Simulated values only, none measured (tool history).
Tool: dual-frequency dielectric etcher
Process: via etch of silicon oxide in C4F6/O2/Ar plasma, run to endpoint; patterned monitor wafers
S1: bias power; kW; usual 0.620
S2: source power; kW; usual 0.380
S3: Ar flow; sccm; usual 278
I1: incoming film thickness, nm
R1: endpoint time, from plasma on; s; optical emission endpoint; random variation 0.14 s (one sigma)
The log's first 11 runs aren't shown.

run,hour,S1,S2,S3,I1,R1
12,124.5,0.620,0.380,278,94.9,18.7
# hour 140.6: Ar flow controller replaced
13,141.1,0.620,0.380,278,94.9,18.6
# hour 171.6: upper electrode replaced
14,172.1,0.620,0.380,278,95.6,18.8
15,172.4,0.620,0.380,278,95.3,18.7
16,184.6,0.748,0.380,218,95.2,17.0
17,201.1,0.697,0.480,341,96.4,16.6
18,211.9,0.728,0.330,346,96.0,19.3
19,227.0,0.527,0.430,278,95.5,19.2
# hour 236.2: bias power generator calibrated
# hour 264.7: wet clean of the chamber
20,265.2,0.672,0.470,247,95.3,16.3
21,265.5,0.719,0.410,314,95.6,17.4
22,265.8,0.620,0.420,278,95.9,18.1
# hour 272.6: source power generator calibrated
23,277.2,0.620,0.380,278,96.1,19.0
24,289.9,0.527,0.430,278,95.6,19.3
25,296.4,0.748,0.380,278,96.3,17.6
26,343.9,0.620,0.380,278,96.2,18.9
27,357.7,0.620,0.380,278,94.2,18.5
28,389.2,0.550,0.460,242,95.4,18.0
29,401.7,0.620,0.380,256,94.9,18.6
30,415.4,0.556,0.460,278,96.3,18.2

Forecast each of these 3 alternatives for the next run:
A,415.8,0.620,0.380,278,95.4,?
B,415.8,0.620,0.380,240,95.4,?
C,415.8,0.740,0.330,307,95.4,?

run,R1
A,19.0
B,18.7
C,19.0
Without the tool's hidden state the same runs would have given:
run,R1
A,19.0
B,18.7
C,19.0
